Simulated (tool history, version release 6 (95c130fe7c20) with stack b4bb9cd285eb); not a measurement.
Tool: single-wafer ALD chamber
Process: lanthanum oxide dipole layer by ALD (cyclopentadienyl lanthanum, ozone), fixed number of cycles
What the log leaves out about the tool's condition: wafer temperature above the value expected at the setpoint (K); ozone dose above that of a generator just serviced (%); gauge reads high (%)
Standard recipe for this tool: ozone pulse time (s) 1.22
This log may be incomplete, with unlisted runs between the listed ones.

| run | hour | ozone pulse time (s) | wafers since the last listed run | hours since the last thermocouple change | hours since the last ozone generator service | hours since the showerhead was replaced | hours since the gauge calibration | read-back reference wafer on the same gauge, thickness_nm | mean film thickness on the monitor wafer (Å) |
|---|---|---|---|---|---|---|---|---|---|
| 1 | 0.0 | 1.22 | 0 | 795.9 | 552.5 | 4456.8 | 457.9 | 0.521 | 5.24 |
| 2 | 13.6 | 1.22 | 329 | 809.5 | 566.1 | 4470.4 | 471.5 | 0.521 | 5.24 |
| 3 | 43.3 | 1.22 | 718 | 839.2 | 595.8 | 4500.1 | 501.2 | 0.521 | 5.23 |
| 4 | 74.7 | 1.22 | 759 | 870.6 | 627.2 | 4531.5 | 532.6 | 0.521 | 5.22 |
| 5 | 94.7 | 1.22 | 483 | 890.6 | 647.2 | 4551.5 | 552.6 | 0.521 | 5.21 |
| 6 | 122.5 | 1.22 | 672 | 918.4 | 675.0 | 4579.3 | 580.4 | 0.521 | 5.23 |
| 7 | 134.7 | 1.12 | 295 | 930.6 | 687.2 | 4591.5 | 592.6 | 0.520 | 5.15 |
| 8 | 154.0 | 0.84 | 466 | 949.9 | 706.5 | 4610.8 | 611.9 | 0.521 | 4.86 |
| 9 | 189.1 | 1.43 | 849 | 985.0 | 741.6 | 4645.9 | 647.0 | 0.521 | 5.35 |
| 10 | 221.1 | 0.83 | 774 | 1017.0 | 773.6 | 4677.9 | 679.0 | 0.521 | 4.84 |
|  | 255.6 | thermocouple changed; heater temperature recalibrated |
| 11 | 256.1 | 0.89 | 653 | 0.5 | 808.6 | 4712.9 | 714.0 | 0.521 | 4.93 |
| 12 | 278.8 | 0.89 | 549 | 23.2 | 831.3 | 4735.6 | 736.7 | 0.520 | 4.91 |
| 13 | 302.1 | 0.89 | 563 | 46.5 | 854.6 | 4758.9 | 760.0 | 0.521 | 4.90 |
|  | 314.6 | gauge calibrated |
| 14 | 324.0 | 1.09 | 529 | 68.4 | 876.5 | 4780.8 | 9.4 | 0.521 | 5.15 |
|  | 341.0 | showerhead replaced |
| 15 | 341.5 | 0.94 | 229 | 85.9 | 894.0 | 0.5 | 26.9 | 0.522 | 5.00 |
| 16 | 359.5 | 0.75 | 435 | 103.9 | 912.0 | 18.5 | 44.9 | 0.521 | 4.73 |
| 17 | 378.1 | 1.43 | 449 | 122.5 | 930.6 | 37.1 | 63.5 | 0.521 | 5.37 |
| 18 | 394.2 | 1.22 | 389 | 138.6 | 946.7 | 53.2 | 79.6 | 0.521 | 5.26 |
| 19 | 413.4 | 1.67 | 464 | 157.8 | 965.9 | 72.4 | 98.8 | 0.521 | 5.47 |
| 20 | 432.4 | 1.56 | 459 | 176.8 | 984.9 | 91.4 | 117.8 | 0.521 | 5.42 |
| 21 | 477.2 | 1.22 | 1083 | 221.6 | 1029.7 | 136.2 | 162.6 | 0.522 | 5.26 |
| 22 | 490.7 | 1.59 | 326 | 235.1 | 1043.2 | 149.7 | 176.1 | 0.522 | 5.43 |
|  | 500.2 | ozone generator serviced |
| 23 | 517.7 | 1.22 | 459 | 262.1 | 17.5 | 176.7 | 203.1 | 0.521 | 5.25 |
| 24 | 589.7 | 0.92 | 1741 | 334.1 | 89.5 | 248.7 | 275.1 | 0.521 | 5.00 |
| 25 | 602.4 | 1.48 | 307 | 346.8 | 102.2 | 261.4 | 287.8 | 0.521 | 5.38 |
| 26 | 618.7 | 1.22 | 394 | 363.1 | 118.5 | 277.7 | 304.1 | 0.522 | 5.20 |
| 27 | 649.3 | 0.99 | 740 | 393.7 | 149.1 | 308.3 | 334.7 | 0.521 | 5.04 |
| 28 | 672.7 | 1.22 | 566 | 417.1 | 172.5 | 331.7 | 358.1 | 0.521 | 5.24 |
| 29 | 700.5 | 1.04 | 672 | 444.9 | 200.3 | 359.5 | 385.9 | 0.521 | 5.11 |
| 30 | 715.1 | 1.22 | 353 | 459.5 | 214.9 | 374.1 | 400.5 | 0.522 | 5.24 |
| 31 | 733.2 | 1.22 | 437 | 477.6 | 233.0 | 392.2 | 418.6 | 0.521 | 5.24 |
| 32 | 761.4 | 1.60 | 682 | 505.8 | 261.2 | 420.4 | 446.8 | 0.521 | 5.43 |
| 33 | 790.2 | 1.64 | 696 | 534.6 | 290.0 | 449.2 | 475.6 | 0.521 | 5.49 |
| 34 | 816.7 | 1.53 | 641 | 561.1 | 316.5 | 475.7 | 502.1 | 0.521 | 5.42 |

Entry by entry between the runs, the difference in hidden state between the last listed run before and the first listed run after:
Between runs 10 and 11: thermocouple changed; heater temperature recalibrated (hour 255.6)
  nothing in the hidden state changes from one run to the other
Between runs 13 and 14: gauge calibrated (hour 314.6)
  nothing in the hidden state changes from one run to the other
Between runs 14 and 15: showerhead replaced (hour 341.0)
  nothing in the hidden state changes from one run to the other
Between runs 22 and 23: ozone generator serviced (hour 500.2)
  nothing in the hidden state changes from one run to the other
